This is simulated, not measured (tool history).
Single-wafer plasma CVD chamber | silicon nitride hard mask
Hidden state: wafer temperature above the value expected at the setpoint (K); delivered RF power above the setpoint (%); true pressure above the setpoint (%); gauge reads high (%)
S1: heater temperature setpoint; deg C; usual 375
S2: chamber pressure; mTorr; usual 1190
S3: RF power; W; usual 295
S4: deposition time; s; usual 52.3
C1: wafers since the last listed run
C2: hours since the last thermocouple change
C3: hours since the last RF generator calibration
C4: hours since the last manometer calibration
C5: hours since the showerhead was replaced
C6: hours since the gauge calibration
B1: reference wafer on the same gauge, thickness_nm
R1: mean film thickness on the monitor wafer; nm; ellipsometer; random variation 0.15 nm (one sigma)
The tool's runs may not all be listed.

run	day	S1	S2	S3	S4	C1	C2	C3	C4	C5	C6	B1	R1
1	0	375	1190	295	52.3	0	2229.6	805.8	1308.2	6039.4	873.1	47.124	52.332
2	1.392	375	1190	295	52.3	835	2263	839.2	1341.6	6072.8	906.5	47.084	52.487
3	4.212	375	1190	295	52.3	1693	2330.7	906.9	1409.3	6140.5	974.2	47.12	52.379
4	5.662	375	1190	295	52.3	870	2365.5	941.7	1444.1	6175.3	1009	47.143	52.452
5	7.508	375	1190	295	52.3	1108	2409.8	986	1488.4	6219.6	1053.3	47.068	52.731
6	8.725	375	1190	295	52.3	730	2439	1015.2	1517.6	6248.8	1082.5	47.096	52.345
7	10.754	375	1190	295	46	1218	2487.7	1063.9	1566.3	6297.5	1131.2	47.097	46.055
8	12.867	375	1190	295	52.3	1268	2538.4	1114.6	1617	6348.2	1181.9	47.09	52.191
9	15.279	375	1190	295	52.3	1448	2596.3	1172.5	1674.9	6406.1	1239.8	47.102	52.367
# day 17.542: gauge calibrated
10	19.808	375	1080	295	52.3	2719	2705	1281.2	1783.6	6514.8	54.4	47.1	50.404
11	22.642	375	1080	295	52.3	1700	2773	1349.2	1851.6	6582.8	122.4	47.104	49.992
12	24.4	375	1080	295	52.3	1055	2815.2	1391.4	1893.8	6625	164.6	47.155	50.328
13	25.646	375	1190	315	52.3	747	2845.1	1421.3	1923.7	6654.9	194.5	47.1	55.137
14	26.758	375	1190	295	52.3	667	2871.8	1448	1950.4	6681.6	221.2	47.122	52.294
# day 27.417: thermocouple changed; heater temperature recalibrated
15	28.154	364	1370	295	52.3	637	17.7	1481.5	1983.9	6715.1	254.7	47.091	55.711
# day 30.142: RF generator calibrated
16	35.15	375	1190	295	52.3	3999	185.6	120.2	2151.8	6883	422.6	47.098	52.188
17	36.233	375	1190	295	52.3	650	211.6	146.2	2177.8	6909	448.6	47.141	52.209
# day 38.562: showerhead replaced, of another model than before
18	38.583	375	1190	295	47.4	1210	268	202.6	2234.2	0.5	505	47.083	46.809
19	43.888	375	1190	295	52.3	3184	395.3	329.9	2361.5	127.8	632.3	47.105	51.636
20	45.983	375	990	295	52.3	1258	445.6	380.2	2411.8	178.1	682.6	47.106	45.632
# day 48.35: capacitance manometer re-zeroed and calibrated
21	48.371	375	1190	295	48.7	1233	502.9	437.5	0.5	235.4	739.9	47.12	50.492
22	49.05	375	1390	350	52.3	407	519.2	453.8	16.8	251.7	756.2	47.134	63.288
23	50.758	380	1110	330	48.9	1025	560.2	494.8	57.8	292.7	797.2	47.116	51.294
24	52.521	375	1190	295	57.8	1058	602.5	537.1	100.1	335	839.5	47.105	59.684
25	54.404	385	1190	240	42	1130	647.7	582.3	145.3	380.2	884.7	47.043	38.696
26	56.5	382	1190	340	52.3	1258	698	632.6	195.6	430.5	935	47.099	57.791
27	59.238	375	1480	325	47	1643	763.7	698.3	261.3	496.2	1000.7	47.111	55.998
# day 60.292: gauge calibrated
28	61.429	360	980	295	62.7	1315	816.3	750.9	313.9	548.8	27.3	47.08	57.285
29	63.542	384	1460	260	62.2	1268	867	801.6	364.6	599.5	78	47.063	64.952

The same runs without the tool's hidden state, with the same run-to-run variation:
run	R1
1	54.084
2	54.261
3	54.184
4	54.276
5	54.584
6	54.197
7	47.703
8	54.078
9	54.282
10	52.323
11	51.916
12	52.276
13	57.235
14	54.291
15	57.698
16	54.228
17	54.255
18	49.271
19	54.381
20	48.461
21	50.66
22	63.534
23	51.633
24	60.166
25	39.088
26	58.51
27	56.769
28	58.462
29	66.082

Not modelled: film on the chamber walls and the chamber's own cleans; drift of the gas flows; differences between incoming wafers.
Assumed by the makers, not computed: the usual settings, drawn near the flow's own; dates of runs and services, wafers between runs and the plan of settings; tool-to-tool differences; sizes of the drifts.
